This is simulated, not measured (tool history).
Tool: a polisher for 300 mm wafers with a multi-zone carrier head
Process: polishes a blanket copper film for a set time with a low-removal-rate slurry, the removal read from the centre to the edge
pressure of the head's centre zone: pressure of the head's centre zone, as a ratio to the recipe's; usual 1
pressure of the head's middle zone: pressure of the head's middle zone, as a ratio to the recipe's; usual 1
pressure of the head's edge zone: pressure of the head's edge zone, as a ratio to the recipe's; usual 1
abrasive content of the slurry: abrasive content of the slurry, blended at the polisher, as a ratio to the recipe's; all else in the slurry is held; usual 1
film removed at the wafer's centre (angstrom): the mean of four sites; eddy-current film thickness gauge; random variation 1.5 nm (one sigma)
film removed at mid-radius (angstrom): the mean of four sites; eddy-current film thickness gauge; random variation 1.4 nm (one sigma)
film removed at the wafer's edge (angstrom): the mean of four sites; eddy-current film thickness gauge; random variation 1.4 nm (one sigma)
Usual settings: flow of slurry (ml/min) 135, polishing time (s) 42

run	hour	flow of slurry (ml/min)	pressure of the head's centre zone	pressure of the head's middle zone	pressure of the head's edge zone	abrasive content of the slurry	polishing time (s)	wafers since the last listed run	wafers polished on this pad	hours since the slurry nozzle was cleaned	hours since the centre zone pressure was calibrated	hours since the edge zone pressure was calibrated	hours since the carrier head's membrane was replaced	incoming thickness of the incoming film, nm	film removed at the wafer's centre (angstrom)	film removed at mid-radius (angstrom)	film removed at the wafer's edge (angstrom)
1	0	135	1	1	1	1	42	0	334	871	553.3	587.6	645.7	1141.4	1200	1243	1301
2	6.2	135	1	1	1	1	42	77	411	877.2	559.5	593.8	651.9	1126.2	1234	1226	1305
3	23.2	135	1	1	1	1	42	211	623	894.2	576.5	610.8	668.9	1137.6	1232	1232	1296
4	49.9	155	1	1	1.12	1	31	332	955	920.9	603.2	637.5	695.6	1133.1	921	912	991
# hour 62.4: carrier head's membrane replaced by a new one
5	62.9	105	1.06	1	1	1	42	99	1054	933.9	616.2	650.5	0.5	1157.8	1195	1148	1267
6	66.8	135	1	0.91	1	1	42	48	1103	937.8	620.1	654.4	4.4	1159.6	1194	1149	1299
# hour 76.2: worn pad replaced by a new one
7	76.7	135	1	1	1	1	42	73	5	947.7	630	664.3	14.3	1135.1	1185	1241	1290
8	106.8	165	1	1.04	1	1	42	374	380	977.8	660.1	694.4	44.4	1150.6	1247	1296	1309
# hour 111.6: slurry nozzle cleaned
# hour 118.5: centre zone pressure recalibrated
9	122.4	135	1	1	1	1	42	156	536	10.8	3.9	710	60	1139.5	1312	1295	1362
10	169.2	135	1	0.94	1	1	42	582	1119	57.6	50.7	756.8	106.8	1144.4	1315	1256	1361
# hour 182.1: edge zone pressure recalibrated
11	183.6	135	1	1	1	1.2	42	154	1273	72	65.1	1.5	121.2	1162.4	1353	1381	1453
# hour 196.5: worn pad replaced by a new one
12	201.4	135	0.95	1.04	1.04	1	47	171	60	89.8	82.9	19.3	139	1122.7	1411	1535	1541
13	215.5	135	1.12	1	1	1.25	42	175	236	103.9	97	33.4	153.1	1133.6	1497	1360	1448
14	226.9	135	1	1	1.1	1	42	141	377	115.3	108.4	44.8	164.5	1133.1	1293	1321	1409
15	239.1	115	0.9	1	1	1	42	151	529	127.5	120.6	57	176.7	1150	1169	1310	1340
16	251.5	135	1	1	1	1	42	154	683	139.9	133	69.4	189.1	1123.2	1263	1312	1363
17	264.2	150	1	1	1	1	42	157	841	152.6	145.7	82.1	201.8	1143.6	1338	1344	1368
18	299.5	135	1	1	1	1	42	439	1280	187.9	181	117.4	237.1	1136.3	1309	1322	1361
19	306.7	135	1	1	1	1	42	89	1370	195.1	188.2	124.6	244.3	1138.4	1321	1323	1377
# hour 319.2: worn pad replaced by a new one
20	323.6	135	1	1	1	1	42	160	54	212	205.1	141.5	261.2	1139.3	1307	1313	1360

Some steps in film removed at the wafer's centre (angstrom) between neighbouring runs. How much of each would the tool show without its hidden state too (settings, what came in, random variation), and how much is left for the hidden state, with any gauge scatter that isn't in both results?
The hidden state here: removal rate lost through wear of the pad, %; slurry flow missing at the pad, %; deviation of the centre zone's pressure from its setpoint, %; deviation of the edge zone's pressure from its setpoint, %.
Run 3 -> 4: flow of slurry (ml/min) 135 -> 155, pressure of the head's edge zone 1 -> 1.12, polishing time (s) 42 -> 31. film removed at the wafer's centre (angstrom) -311: hidden state +28, all else -339.
Run 4 -> 5: flow of slurry (ml/min) 155 -> 105, pressure of the head's centre zone 1 -> 1.06, pressure of the head's edge zone 1.12 -> 1, polishing time (s) 31 -> 42, carrier head's membrane replaced by a new one. film removed at the wafer's centre (angstrom) +274: hidden state -56, all else +330.
Run 8 -> 9: flow of slurry (ml/min) 165 -> 135, pressure of the head's middle zone 1.04 -> 1, slurry nozzle cleaned, centre zone pressure recalibrated. film removed at the wafer's centre (angstrom) +65: hidden state +109, all else -44.
